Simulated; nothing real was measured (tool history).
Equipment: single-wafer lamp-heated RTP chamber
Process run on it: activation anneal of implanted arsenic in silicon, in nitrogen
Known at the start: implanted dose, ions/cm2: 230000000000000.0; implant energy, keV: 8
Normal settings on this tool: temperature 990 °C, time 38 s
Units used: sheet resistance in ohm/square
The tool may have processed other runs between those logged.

run	hour	temperature	time	read-back reference wafer on the same gauge, sheet resistance	sheet resistance
1	0	990	38	505.51	427.07
# hour 24.6: pyrometer window cleaned and pyrometer calibrated
2	84.7	990	38	506.47	426.26
3	178	990	38	507.72	423.73
4	238.3	984	50	508.99	429.99
5	325.3	990	38	509.66	428.32
# hour 334.3: gauge calibrated
# hour 361.1: pyrometer window cleaned and pyrometer calibrated
6	426.4	990	38	497.81	416.23
7	594.4	990	38	502.85	424.26
8	637.6	975	53	504.01	425.15
# hour 667.7: pyrometer window cleaned and pyrometer calibrated
9	717	1020	45	504.76	410.75
# hour 774.5: reflector plate cleaned
10	778.6	990	38	505.17	425.28
11	827.8	1017	17	505.09	428.6
12	899.8	984	50	505.81	426.19
# hour 991.5: pyrometer window cleaned and pyrometer calibrated
13	1003.6	990	31	506.24	431.76
14	1046.7	1005	60	505.75	413

Each run again, without the hidden state but with its own random variation kept:
The tool's hidden condition here consists of: true wafer temperature minus pyrometer reading, K; wafer temperature error from the tarnished reflector plate, K; gauge reads high (%).
run	sheet resistance
1	416.97
2	415.4
3	412.35
4	418.16
5	416.24
6	413.56
7	417.25
8	417.44
9	402.35
10	416.02
11	418.91
12	416.15
13	421.18
14	402.76
